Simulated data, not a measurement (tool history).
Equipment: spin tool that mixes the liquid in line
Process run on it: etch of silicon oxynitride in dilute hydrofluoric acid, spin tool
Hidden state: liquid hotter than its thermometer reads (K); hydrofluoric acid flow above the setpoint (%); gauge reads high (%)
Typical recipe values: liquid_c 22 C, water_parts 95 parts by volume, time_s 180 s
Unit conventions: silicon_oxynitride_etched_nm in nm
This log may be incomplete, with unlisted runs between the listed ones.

run,hour,liquid_c,water_parts,time_s,wafers since the last listed run,hours since the thermometer was replaced,hours since the hydrofluoric acid flow meter was replaced,hours since the gauge calibration,"read-back film thickness of the silicon oxynitride reference wafer, read on the same gauge (nm)",silicon_oxynitride_etched_nm
1,0,22,95,180,0,125.9,520.2,210.9,60,5.66
2,119.5,22,95,180,891,245.4,639.7,330.4,60,5.63
3,156.2,22,95,180,273,282.1,676.4,367.1,60,5.74
4,186.7,22,95,180,227,312.6,706.9,397.6,60.02,5.75
5,232.2,22,95,180,339,358.1,752.4,443.1,59.99,5.78
6,266.8,22,95,180,258,392.7,787,477.7,60,5.8
7,295.2,22,95,180,211,421.1,815.4,506.1,59.99,5.78
8,329.3,22,95,180,254,455.2,849.5,540.2,60,5.89
9,368.7,25,95,180,293,494.6,888.9,579.6,60,6.68
10,429.6,25,95,180,454,555.5,949.8,640.5,60.01,6.6
11,498.9,25,95,180,516,624.8,1019.1,709.8,59.98,6.73
12,540.9,22,95,180,313,666.8,1061.1,751.8,59.98,5.9
13,576.3,22,95,180,264,702.2,1096.5,787.2,60,5.93
# hour 607.1: gauge calibrated
14,642.7,22,80,180,495,768.6,1162.9,35.6,59.99,7.16
15,675,22,70,180,240,800.9,1195.2,67.9,60,8.28
16,740.9,18,50,105,491,866.8,1261.1,133.8,60.01,5.63
17,792.9,25.5,50,280,387,918.8,1313.1,185.8,60.02,21.62

What does the tool deliver on the next run?
18,830.9,25.5,95,105,283,956.8,1351.1,223.8,?,?

Run 18 measured read-back film thickness of the silicon oxynitride reference wafer, read on the same gauge (nm) 59.99, silicon_oxynitride_etched_nm 4.12 nm.
Minus the tool's unlogged condition, the same run would have read silicon_oxynitride_etched_nm 3.85 nm.

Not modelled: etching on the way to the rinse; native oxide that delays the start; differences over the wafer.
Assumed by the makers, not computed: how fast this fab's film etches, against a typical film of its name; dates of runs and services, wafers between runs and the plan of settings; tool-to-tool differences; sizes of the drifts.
